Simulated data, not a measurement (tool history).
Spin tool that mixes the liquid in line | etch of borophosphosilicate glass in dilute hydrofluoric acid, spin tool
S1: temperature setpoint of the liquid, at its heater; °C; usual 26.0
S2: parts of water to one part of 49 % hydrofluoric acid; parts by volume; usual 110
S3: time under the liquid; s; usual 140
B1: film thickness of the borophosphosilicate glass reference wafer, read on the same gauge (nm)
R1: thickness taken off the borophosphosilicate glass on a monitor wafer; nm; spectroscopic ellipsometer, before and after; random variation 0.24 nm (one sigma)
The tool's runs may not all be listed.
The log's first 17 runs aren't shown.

-- hour=817.9 thermometer replaced
run 18 hour=832.0 | S1=22.5 S2=110 S3=140 | B1=90.02 | R1=33.19
-- hour=855.7 gauge calibrated
run 19 hour=856.8 | S1=30.0 S2=60 S3=220 | B1=90.00 | R1=136.74
run 20 hour=899.0 | S1=27.5 S2=70 S3=105 | B1=89.99 | R1=50.05
run 21 hour=964.5 | S1=26.0 S2=110 S3=140 | B1=90.01 | R1=38.25
run 22 hour=1017.0 | S1=26.0 S2=110 S3=140 | B1=90.00 | R1=38.06
run 23 hour=1059.8 | S1=28.0 S2=145 S3=170 | B1=90.00 | R1=36.36
run 24 hour=1093.5 | S1=26.0 S2=90 S3=140 | B1=90.00 | R1=47.89
run 25 hour=1135.3 | S1=26.0 S2=65 S3=140 | B1=89.98 | R1=68.82
run 26 hour=1160.0 | S1=26.0 S2=110 S3=200 | B1=90.01 | R1=54.88
run 27 hour=1225.2 | S1=26.0 S2=110 S3=140 | B1=90.01 | R1=38.49
run 28 hour=1278.4 | S1=26.0 S2=125 S3=115 | B1=89.98 | R1=27.24
run 29 hour=1323.8 | S1=24.0 S2=125 S3=140 | B1=89.98 | R1=30.98
run 30 hour=1390.6 | S1=26.0 S2=65 S3=105 | B1=89.97 | R1=52.51
run 31 hour=1418.2 | S1=26.0 S2=70 S3=75 | B1=90.01 | R1=34.41

Forecast each of these 5 alternatives for the next run:
run A hour=1418.7 | S1=26.0 S2=110 S3=220 | B1=? | R1=?
run B hour=1418.7 | S1=26.0 S2=110 S3=205 | B1=? | R1=?
run C hour=1418.7 | S1=29.5 S2=90 S3=140 | B1=? | R1=?
run D hour=1418.7 | S1=26.0 S2=110 S3=115 | B1=? | R1=?
run E hour=1418.7 | S1=21.5 S2=135 S3=170 | B1=? | R1=?

run=A B1=90.00 R1=61.21
run=B B1=90.00 R1=57.03
run=C B1=90.00 R1=55.89
run=D B1=90.00 R1=31.99
run=E B1=90.00 R1=31.40
Without the tool's hidden state the same runs would have given:
run=A R1=60.04
run=B R1=55.94
run=C R1=54.84
run=D R1=31.38
run=E R1=30.78
